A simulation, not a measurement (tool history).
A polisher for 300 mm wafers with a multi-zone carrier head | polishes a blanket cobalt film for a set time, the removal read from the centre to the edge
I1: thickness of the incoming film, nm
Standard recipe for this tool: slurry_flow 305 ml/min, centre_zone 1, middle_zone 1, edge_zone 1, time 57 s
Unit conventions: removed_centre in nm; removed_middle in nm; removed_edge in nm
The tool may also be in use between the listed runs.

run 1 hour=0 | slurry_flow=305 centre_zone=1 middle_zone=1 edge_zone=1 time=57 | I1=799 | removed_centre=264.6 removed_middle=247.4 removed_edge=246.9
run 2 hour=26.2 | slurry_flow=305 centre_zone=1 middle_zone=1 edge_zone=1 time=57 | I1=786 | removed_centre=261.8 removed_middle=243.9 removed_edge=247.5
run 3 hour=56.7 | slurry_flow=305 centre_zone=1 middle_zone=1 edge_zone=1 time=57 | I1=792.7 | removed_centre=263 removed_middle=247.7 removed_edge=245.6
run 4 hour=91.7 | slurry_flow=390 centre_zone=1 middle_zone=1 edge_zone=1 time=50 | I1=776.1 | removed_centre=240.5 removed_middle=223.8 removed_edge=219.7
run 5 hour=113.3 | slurry_flow=305 centre_zone=0.93 middle_zone=1 edge_zone=1 time=57 | I1=794.9 | removed_centre=251.7 removed_middle=245.1 removed_edge=248.9
run 6 hour=210.5 | slurry_flow=305 centre_zone=1 middle_zone=1.07 edge_zone=1 time=66 | I1=771.8 | removed_centre=284.2 removed_middle=307.3 removed_edge=285
run 7 hour=243.3 | slurry_flow=305 centre_zone=1 middle_zone=1 edge_zone=1 time=57 | I1=793.4 | removed_centre=256.3 removed_middle=244.3 removed_edge=245.6
run 8 hour=276.7 | slurry_flow=305 centre_zone=1.08 middle_zone=1 edge_zone=0.91 time=57 | I1=782 | removed_centre=273 removed_middle=252.2 removed_edge=232.2
run 9 hour=294.2 | slurry_flow=305 centre_zone=1 middle_zone=1 edge_zone=1 time=57 | I1=776.3 | removed_centre=254.7 removed_middle=244.8 removed_edge=248.7
run 10 hour=317.8 | slurry_flow=305 centre_zone=1 middle_zone=1.09 edge_zone=1 time=57 | I1=795.6 | removed_centre=246.6 removed_middle=269.1 removed_edge=251.2
run 11 hour=349.9 | slurry_flow=305 centre_zone=1 middle_zone=1 edge_zone=1.11 time=57 | I1=792.9 | removed_centre=253.8 removed_middle=246.4 removed_edge=257
run 12 hour=384.6 | slurry_flow=305 centre_zone=1 middle_zone=1 edge_zone=1 time=57 | I1=793.3 | removed_centre=253.1 removed_middle=247.1 removed_edge=245.2
run 13 hour=403.5 | slurry_flow=305 centre_zone=1 middle_zone=1.08 edge_zone=1 time=38 | I1=775.9 | removed_centre=173.7 removed_middle=177.1 removed_edge=165
run 14 hour=418.1 | slurry_flow=305 centre_zone=1 middle_zone=1 edge_zone=1 time=57 | I1=785.6 | removed_centre=257.3 removed_middle=246.7 removed_edge=250.2
run 15 hour=439.1 | slurry_flow=305 centre_zone=1 middle_zone=1 edge_zone=1.06 time=57 | I1=783.6 | removed_centre=258.1 removed_middle=253.1 removed_edge=252.7
run 16 hour=468.4 | slurry_flow=375 centre_zone=1.07 middle_zone=1.04 edge_zone=1 time=57 | I1=792 | removed_centre=282.2 removed_middle=263.1 removed_edge=249.8
run 17 hour=481.9 | slurry_flow=305 centre_zone=1.09 middle_zone=1 edge_zone=1 time=57 | I1=799.7 | removed_centre=279.6 removed_middle=250.4 removed_edge=247.3
run 18 hour=533.2 | slurry_flow=240 centre_zone=1.04 middle_zone=0.92 edge_zone=1 time=69 | I1=794.7 | removed_centre=323.8 removed_middle=281.6 removed_edge=295.6
run 19 hour=559.8 | slurry_flow=305 centre_zone=0.91 middle_zone=1 edge_zone=0.92 time=57 | I1=788.2 | removed_centre=239.2 removed_middle=253.1 removed_edge=236.1
run 20 hour=582.2 | slurry_flow=305 centre_zone=1 middle_zone=1 edge_zone=1 time=57 | I1=801.7 | removed_centre=263.8 removed_middle=251.1 removed_edge=249.6
run 21 hour=603.9 | slurry_flow=305 centre_zone=1 middle_zone=1 edge_zone=1 time=57 | I1=795.2 | removed_centre=262.7 removed_middle=254.4 removed_edge=243.7

Missing from the log above: 7 entries noted between runs. For each, name the pair of listed runs it sits between and say how the tool's hidden condition differs from the listed run just before to the listed run just after:
In the gap between runs 3 and 4: slurry nozzle cleaned (hour 58.4)
  deviation of the centre zone's pressure from its setpoint, %: 6.39 -> 6.46
  measured result minus the result with no hidden state, removed_centre: +15.9 -> +14.7 nm
In the gap between runs 5 and 6: worn pad replaced by a new one, of another model than before (hour 157.2); centre zone pressure recalibrated (hour 207)
  deviation of the centre zone's pressure from its setpoint, %: 6.5 -> -1.25
  measured result minus the result with no hidden state, removed_centre: +15.5 -> -3.6 nm
In the gap between runs 10 and 11: edge zone pressure recalibrated (hour 339.5); worn pad replaced by a new one (hour 344.1)
  deviation of the centre zone's pressure from its setpoint, %: 1.24 -> 1.78
  measured result minus the result with no hidden state, removed_centre: +3 -> +4.5 nm
In the gap between runs 11 and 12: carrier head's membrane replaced by a new one (hour 378.7)
  deviation of the centre zone's pressure from its setpoint, %: 1.78 -> 2.29
  measured result minus the result with no hidden state, removed_centre: +4.5 -> +5.7 nm
In the gap between runs 17 and 18: worn pad replaced by a new one (hour 502.1)
  deviation of the centre zone's pressure from its setpoint, %: 3.34 -> 3.74
  measured result minus the result with no hidden state, removed_centre: +9 -> +11.7 nm
